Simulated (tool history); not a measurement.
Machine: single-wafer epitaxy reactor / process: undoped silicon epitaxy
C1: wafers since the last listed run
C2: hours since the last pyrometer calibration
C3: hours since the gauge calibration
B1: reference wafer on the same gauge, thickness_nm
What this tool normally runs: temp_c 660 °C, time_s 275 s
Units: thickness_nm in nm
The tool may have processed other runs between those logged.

run 1 day=0 | temp_c=660 time_s=275 | C1=0 C2=1558.1 C3=155.7 | B1=63.21 | thickness_nm=61.01
run 2 day=0.604 | temp_c=660 time_s=275 | C1=88 C2=1572.6 C3=170.2 | B1=63.14 | thickness_nm=61.02
run 3 day=1.058 | temp_c=660 time_s=275 | C1=66 C2=1583.5 C3=181.1 | B1=63.203 | thickness_nm=61.485
run 4 day=1.425 | temp_c=648 time_s=275 | C1=53 C2=1592.3 C3=189.9 | B1=63.228 | thickness_nm=45.465
run 5 day=2.112 | temp_c=648 time_s=275 | C1=101 C2=1608.8 C3=206.4 | B1=63.198 | thickness_nm=45.914
run 6 day=2.554 | temp_c=660 time_s=247 | C1=65 C2=1619.4 C3=217 | B1=63.251 | thickness_nm=55.227
run 7 day=3.062 | temp_c=660 time_s=247 | C1=74 C2=1631.6 C3=229.2 | B1=63.2 | thickness_nm=54.992
run 8 day=3.558 | temp_c=660 time_s=247 | C1=72 C2=1643.5 C3=241.1 | B1=63.26 | thickness_nm=55.478
run 9 day=4.208 | temp_c=665 time_s=297 | C1=95 C2=1659.1 C3=256.7 | B1=63.188 | thickness_nm=75.259
run 10 day=4.608 | temp_c=665 time_s=297 | C1=58 C2=1668.7 C3=266.3 | B1=63.228 | thickness_nm=75.021
run 11 day=5.121 | temp_c=660 time_s=275 | C1=75 C2=1681 C3=278.6 | B1=63.194 | thickness_nm=62.184
run 12 day=5.504 | temp_c=660 time_s=275 | C1=56 C2=1690.2 C3=287.8 | B1=63.214 | thickness_nm=61.765
run 13 day=6.138 | temp_c=669 time_s=302 | C1=93 C2=1705.4 C3=303 | B1=63.204 | thickness_nm=83.838
-- day=6.483 gauge calibrated
run 14 day=6.588 | temp_c=667 time_s=325 | C1=66 C2=1716.2 C3=2.5 | B1=63.199 | thickness_nm=86.23
run 15 day=7.317 | temp_c=648 time_s=236 | C1=107 C2=1733.7 C3=20 | B1=63.217 | thickness_nm=39.828
-- day=7.892 pyrometer calibrated
run 16 day=7.912 | temp_c=660 time_s=275 | C1=38 C2=0.5 C3=34.3 | B1=63.215 | thickness_nm=54.424
run 17 day=8.354 | temp_c=647 time_s=275 | C1=65 C2=11.1 C3=44.9 | B1=63.214 | thickness_nm=39.526
run 18 day=9.004 | temp_c=660 time_s=315 | C1=95 C2=26.7 C3=60.5 | B1=63.201 | thickness_nm=62.686
run 19 day=9.671 | temp_c=660 time_s=246 | C1=98 C2=42.7 C3=76.5 | B1=63.228 | thickness_nm=48.923
run 20 day=10 | temp_c=660 time_s=275 | C1=48 C2=50.6 C3=84.4 | B1=63.228 | thickness_nm=54.334
run 21 day=10.542 | temp_c=660 time_s=254 | C1=79 C2=63.6 C3=97.4 | B1=63.211 | thickness_nm=50.684
run 22 day=10.854 | temp_c=660 time_s=275 | C1=45 C2=71.1 C3=104.9 | B1=63.183 | thickness_nm=55.025
run 23 day=11.379 | temp_c=672 time_s=319 | C1=77 C2=83.7 C3=117.5 | B1=63.223 | thickness_nm=85.768
run 24 day=11.779 | temp_c=675 time_s=260 | C1=58 C2=93.3 C3=127.1 | B1=63.267 | thickness_nm=74.447
run 25 day=12.342 | temp_c=660 time_s=275 | C1=82 C2=106.8 C3=140.6 | B1=63.252 | thickness_nm=55.194
run 26 day=12.838 | temp_c=648 time_s=229 | C1=72 C2=118.7 C3=152.5 | B1=63.182 | thickness_nm=34.109
run 27 day=13.133 | temp_c=660 time_s=275 | C1=43 C2=125.8 C3=159.6 | B1=63.183 | thickness_nm=54.985

Below are 4 alternative next runs, each starting from the tool's condition after run 27. Predict each:
run A day=13.154 | temp_c=668 time_s=275 | C1=3 C2=126.3 C3=160.1 | B1=? | thickness_nm=?
run B day=13.154 | temp_c=646 time_s=289 | C1=3 C2=126.3 C3=160.1 | B1=? | thickness_nm=?
run C day=13.154 | temp_c=667 time_s=303 | C1=3 C2=126.3 C3=160.1 | B1=? | thickness_nm=?
run D day=13.154 | temp_c=664 time_s=275 | C1=3 C2=126.3 C3=160.1 | B1=? | thickness_nm=?

run=A B1=63.223 thickness_nm=67.105
run=B B1=63.223 thickness_nm=41.18
run=C B1=63.223 thickness_nm=72.197
run=D B1=63.223 thickness_nm=60.983
Had the tool no hidden state, the same runs would have come out as:
run=A thickness_nm=66.052
run=B thickness_nm=40.498
run=C thickness_nm=71.06
run=D thickness_nm=60.016
